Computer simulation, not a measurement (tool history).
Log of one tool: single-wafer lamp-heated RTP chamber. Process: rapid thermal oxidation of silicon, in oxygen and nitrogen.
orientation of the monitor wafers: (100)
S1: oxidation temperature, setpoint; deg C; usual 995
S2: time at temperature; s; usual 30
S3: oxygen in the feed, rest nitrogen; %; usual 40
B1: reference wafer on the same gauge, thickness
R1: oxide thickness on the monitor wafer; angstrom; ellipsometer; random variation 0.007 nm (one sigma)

run 1 hour=0.0 | S1=995 S2=30 S3=40 | B1=3.770 | R1=33.13
run 2 hour=7.3 | S1=995 S2=30 S3=40 | B1=3.773 | R1=33.07
run 3 hour=20.2 | S1=995 S2=30 S3=40 | B1=3.769 | R1=33.11
run 4 hour=31.0 | S1=995 S2=30 S3=40 | B1=3.772 | R1=33.05
run 5 hour=45.7 | S1=995 S2=30 S3=24 | B1=3.766 | R1=29.35
run 6 hour=60.4 | S1=995 S2=30 S3=24 | B1=3.769 | R1=29.28
run 7 hour=77.9 | S1=995 S2=30 S3=40 | B1=3.771 | R1=33.31
run 8 hour=91.0 | S1=995 S2=30 S3=40 | B1=3.771 | R1=33.22
-- hour=125.7 oxygen flow controller replaced
-- hour=138.3 gauge calibrated
run 9 hour=140.2 | S1=995 S2=30 S3=40 | B1=3.770 | R1=33.26
run 10 hour=150.5 | S1=995 S2=30 S3=40 | B1=3.772 | R1=33.29
run 11 hour=161.5 | S1=995 S2=30 S3=40 | B1=3.770 | R1=33.31
run 12 hour=176.4 | S1=995 S2=30 S3=40 | B1=3.770 | R1=33.26
run 13 hour=186.8 | S1=995 S2=30 S3=40 | B1=3.771 | R1=33.49
run 14 hour=226.1 | S1=995 S2=30 S3=40 | B1=3.772 | R1=33.51
run 15 hour=254.3 | S1=995 S2=30 S3=40 | B1=3.770 | R1=33.53
run 16 hour=271.6 | S1=995 S2=38 S3=40 | B1=3.767 | R1=36.33
run 17 hour=279.2 | S1=995 S2=30 S3=40 | B1=3.772 | R1=33.65
run 18 hour=293.8 | S1=995 S2=30 S3=40 | B1=3.772 | R1=33.55
run 19 hour=301.5 | S1=995 S2=42 S3=51 | B1=3.773 | R1=40.76
run 20 hour=317.1 | S1=980 S2=30 S3=40 | B1=3.769 | R1=30.93
-- hour=326.2 pyrometer window cleaned and pyrometer calibrated
run 21 hour=326.7 | S1=995 S2=20 S3=49 | B1=3.771 | R1=30.03
run 22 hour=338.7 | S1=995 S2=38 S3=63 | B1=3.767 | R1=40.53
run 23 hour=355.4 | S1=967 S2=30 S3=40 | B1=3.767 | R1=28.36
run 24 hour=368.7 | S1=1013 S2=30 S3=57 | B1=3.769 | R1=40.18
run 25 hour=380.9 | S1=986 S2=30 S3=25 | B1=3.770 | R1=28.18
run 26 hour=395.3 | S1=995 S2=36 S3=24 | B1=3.769 | R1=30.62
run 27 hour=403.6 | S1=1011 S2=42 S3=24 | B1=3.768 | R1=34.92
run 28 hour=417.8 | S1=995 S2=19 S3=58 | B1=3.767 | R1=31.00
run 29 hour=424.2 | S1=995 S2=30 S3=40 | B1=3.766 | R1=32.67
run 30 hour=438.2 | S1=995 S2=30 S3=68 | B1=3.769 | R1=37.93
run 31 hour=455.7 | S1=995 S2=30 S3=40 | B1=3.768 | R1=32.79
run 32 hour=467.4 | S1=995 S2=43 S3=64 | B1=3.771 | R1=43.29
run 33 hour=517.9 | S1=979 S2=16 S3=26 | B1=3.769 | R1=24.01
run 34 hour=528.4 | S1=1024 S2=21 S3=40 | B1=3.772 | R1=34.33
run 35 hour=537.7 | S1=974 S2=35 S3=53 | B1=3.773 | R1=33.09
run 36 hour=559.3 | S1=1016 S2=20 S3=64 | B1=3.768 | R1=36.93
run 37 hour=569.1 | S1=1015 S2=30 S3=19 | B1=3.769 | R1=30.48

5 ways to go on from here, each from the tool as it stands after run 37. What would each give?
run A hour=569.6 | S1=995 S2=30 S3=40 | B1=? | R1=?
run B hour=569.6 | S1=1023 S2=30 S3=25 | B1=? | R1=?
run C hour=569.6 | S1=1004 S2=30 S3=27 | B1=? | R1=?
run D hour=569.6 | S1=971 S2=40 S3=40 | B1=? | R1=?
run E hour=569.6 | S1=1014 S2=44 S3=50 | B1=? | R1=?

run=A B1=3.773 R1=32.93
run=B B1=3.773 R1=33.96
run=C B1=3.773 R1=31.31
run=D B1=3.773 R1=31.79
run=E B1=3.773 R1=45.93
Without the tool's hidden state the same runs would have given:
run=A R1=32.49
run=B R1=33.52
run=C R1=30.93
run=D R1=31.39
run=E R1=45.19
